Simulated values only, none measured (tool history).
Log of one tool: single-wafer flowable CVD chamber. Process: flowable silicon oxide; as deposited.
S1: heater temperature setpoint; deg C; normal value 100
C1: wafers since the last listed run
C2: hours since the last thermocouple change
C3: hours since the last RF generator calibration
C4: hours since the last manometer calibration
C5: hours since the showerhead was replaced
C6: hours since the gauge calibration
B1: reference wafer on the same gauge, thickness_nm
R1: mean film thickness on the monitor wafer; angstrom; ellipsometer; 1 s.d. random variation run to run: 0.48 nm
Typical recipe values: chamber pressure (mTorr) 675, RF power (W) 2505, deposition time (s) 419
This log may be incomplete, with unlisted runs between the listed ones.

{"run": 1, "hour": 0.0, "S1": 100, "chamber pressure (mTorr)": 675, "RF power (W)": 2505, "deposition time (s)": 469, "C1": 0, "C2": 2446.0, "C3": 988.0, "C4": 1656.2, "C5": 5068.4, "C6": 264.7, "B1": 216.91, "R1": 1850.05}
{"run": 2, "hour": 21.1, "S1": 100, "chamber pressure (mTorr)": 675, "RF power (W)": 2505, "deposition time (s)": 469, "C1": 100, "C2": 2467.1, "C3": 1009.1, "C4": 1677.3, "C5": 5089.5, "C6": 285.8, "B1": 216.988, "R1": 1844.32}
{"run": 3, "hour": 47.3, "S1": 100, "chamber pressure (mTorr)": 675, "RF power (W)": 2505, "deposition time (s)": 469, "C1": 124, "C2": 2493.3, "C3": 1035.3, "C4": 1703.5, "C5": 5115.7, "C6": 312.0, "B1": 217.197, "R1": 1834.15}
{"run": 4, "hour": 78.1, "S1": 100, "chamber pressure (mTorr)": 675, "RF power (W)": 2790, "deposition time (s)": 419, "C1": 146, "C2": 2524.1, "C3": 1066.1, "C4": 1734.3, "C5": 5146.5, "C6": 342.8, "B1": 217.189, "R1": 1662.14}
{"run": 5, "hour": 111.8, "S1": 100, "chamber pressure (mTorr)": 675, "RF power (W)": 2790, "deposition time (s)": 419, "C1": 160, "C2": 2557.8, "C3": 1099.8, "C4": 1768.0, "C5": 5180.2, "C6": 376.5, "B1": 216.846, "R1": 1656.55}
{"run": 6, "hour": 128.1, "S1": 100, "chamber pressure (mTorr)": 675, "RF power (W)": 2790, "deposition time (s)": 419, "C1": 77, "C2": 2574.1, "C3": 1116.1, "C4": 1784.3, "C5": 5196.5, "C6": 392.8, "B1": 217.082, "R1": 1653.13}
{"run": 7, "hour": 147.6, "S1": 100, "chamber pressure (mTorr)": 675, "RF power (W)": 2505, "deposition time (s)": 419, "C1": 92, "C2": 2593.6, "C3": 1135.6, "C4": 1803.8, "C5": 5216.0, "C6": 412.3, "B1": 217.052, "R1": 1623.59}
{"run": 8, "hour": 170.7, "S1": 100, "chamber pressure (mTorr)": 675, "RF power (W)": 2505, "deposition time (s)": 419, "C1": 110, "C2": 2616.7, "C3": 1158.7, "C4": 1826.9, "C5": 5239.1, "C6": 435.4, "B1": 217.165, "R1": 1619.49}
{"hour": 190.6, "done": "thermocouple changed; heater temperature recalibrated"}
{"run": 9, "hour": 191.1, "S1": 100, "chamber pressure (mTorr)": 675, "RF power (W)": 2505, "deposition time (s)": 419, "C1": 59, "C2": 0.5, "C3": 1179.1, "C4": 1847.3, "C5": 5259.5, "C6": 455.8, "B1": 217.017, "R1": 1880.87}
{"run": 10, "hour": 198.7, "S1": 100, "chamber pressure (mTorr)": 675, "RF power (W)": 2505, "deposition time (s)": 419, "C1": 36, "C2": 8.1, "C3": 1186.7, "C4": 1854.9, "C5": 5267.1, "C6": 463.4, "B1": 217.096, "R1": 1874.89}
{"hour": 253.3, "done": "gauge calibrated"}
{"hour": 256.4, "done": "capacitance manometer re-zeroed and calibrated"}
{"run": 11, "hour": 256.9, "S1": 100, "chamber pressure (mTorr)": 675, "RF power (W)": 2505, "deposition time (s)": 419, "C1": 239, "C2": 66.3, "C3": 1244.9, "C4": 0.5, "C5": 5325.3, "C6": 3.6, "B1": 217.006, "R1": 2008.5}
{"run": 12, "hour": 282.9, "S1": 100, "chamber pressure (mTorr)": 675, "RF power (W)": 2505, "deposition time (s)": 419, "C1": 123, "C2": 92.3, "C3": 1270.9, "C4": 26.5, "C5": 5351.3, "C6": 29.6, "B1": 217.099, "R1": 1983.77}
{"hour": 310.0, "done": "RF generator calibrated"}
{"run": 13, "hour": 310.5, "S1": 100, "chamber pressure (mTorr)": 838, "RF power (W)": 2505, "deposition time (s)": 388, "C1": 93, "C2": 119.9, "C3": 0.5, "C4": 54.1, "C5": 5378.9, "C6": 57.2, "B1": 216.701, "R1": 2286.75}
{"run": 14, "hour": 343.2, "S1": 100, "chamber pressure (mTorr)": 675, "RF power (W)": 2505, "deposition time (s)": 419, "C1": 155, "C2": 152.6, "C3": 33.2, "C4": 86.8, "C5": 5411.6, "C6": 89.9, "B1": 216.822, "R1": 1978.14}
{"hour": 372.3, "done": "showerhead replaced"}
{"run": 15, "hour": 375.7, "S1": 89, "chamber pressure (mTorr)": 812, "RF power (W)": 2765, "deposition time (s)": 484, "C1": 116, "C2": 185.1, "C3": 65.7, "C4": 119.3, "C5": 3.4, "C6": 122.4, "B1": 217.068, "R1": 4188.4}
{"run": 16, "hour": 401.0, "S1": 90, "chamber pressure (mTorr)": 509, "RF power (W)": 2760, "deposition time (s)": 371, "C1": 120, "C2": 210.4, "C3": 91.0, "C4": 144.6, "C5": 28.7, "C6": 147.7, "B1": 217.233, "R1": 1948.6}
{"run": 17, "hour": 414.6, "S1": 100, "chamber pressure (mTorr)": 585, "RF power (W)": 2645, "deposition time (s)": 419, "C1": 64, "C2": 224.0, "C3": 104.6, "C4": 158.2, "C5": 42.3, "C6": 161.3, "B1": 216.986, "R1": 1722.49}
{"run": 18, "hour": 432.8, "S1": 112, "chamber pressure (mTorr)": 753, "RF power (W)": 2505, "deposition time (s)": 372, "C1": 86, "C2": 242.2, "C3": 122.8, "C4": 176.4, "C5": 60.5, "C6": 179.5, "B1": 217.042, "R1": 1248.21}
{"run": 19, "hour": 457.6, "S1": 114, "chamber pressure (mTorr)": 796, "RF power (W)": 2680, "deposition time (s)": 490, "C1": 118, "C2": 267.0, "C3": 147.6, "C4": 201.2, "C5": 85.3, "C6": 204.3, "B1": 217.014, "R1": 1627.05}
{"run": 20, "hour": 488.1, "S1": 100, "chamber pressure (mTorr)": 675, "RF power (W)": 2505, "deposition time (s)": 419, "C1": 145, "C2": 297.5, "C3": 178.1, "C4": 231.7, "C5": 115.8, "C6": 234.8, "B1": 216.739, "R1": 1955.37}
{"run": 21, "hour": 501.9, "S1": 112, "chamber pressure (mTorr)": 809, "RF power (W)": 2655, "deposition time (s)": 419, "C1": 65, "C2": 311.3, "C3": 191.9, "C4": 245.5, "C5": 129.6, "C6": 248.6, "B1": 217.131, "R1": 1512.64}
{"run": 22, "hour": 531.4, "S1": 108, "chamber pressure (mTorr)": 675, "RF power (W)": 2505, "deposition time (s)": 419, "C1": 140, "C2": 340.8, "C3": 221.4, "C4": 275.0, "C5": 159.1, "C6": 278.1, "B1": 216.9, "R1": 1440.47}
{"run": 23, "hour": 563.8, "S1": 100, "chamber pressure (mTorr)": 675, "RF power (W)": 2505, "deposition time (s)": 419, "C1": 154, "C2": 373.2, "C3": 253.8, "C4": 307.4, "C5": 191.5, "C6": 310.5, "B1": 217.182, "R1": 1955.46}

Alternative continuations, all from the tool just after run 23; predict every row:
{"run": "A", "hour": 564.3, "S1": 100, "chamber pressure (mTorr)": 675, "RF power (W)": 2505, "deposition time (s)": 419, "C1": 2, "C2": 373.7, "C3": 254.3, "C4": 307.9, "C5": 192.0, "C6": 311.0, "B1": "?", "R1": "?"}
{"run": "B", "hour": 564.3, "S1": 115, "chamber pressure (mTorr)": 792, "RF power (W)": 2030, "deposition time (s)": 419, "C1": 2, "C2": 373.7, "C3": 254.3, "C4": 307.9, "C5": 192.0, "C6": 311.0, "B1": "?", "R1": "?"}
{"run": "C", "hour": 564.3, "S1": 108, "chamber pressure (mTorr)": 799, "RF power (W)": 3005, "deposition time (s)": 419, "C1": 2, "C2": 373.7, "C3": 254.3, "C4": 307.9, "C5": 192.0, "C6": 311.0, "B1": "?", "R1": "?"}

run=A B1=217.014 R1=1938.25
run=B B1=217.014 R1=1270.12
run=C B1=217.014 R1=1728.45
With the hidden condition removed and each run's random variation left untouched, the same runs would have given:
run=A R1=1994.93
run=B R1=1303.51
run=C R1=1776.67
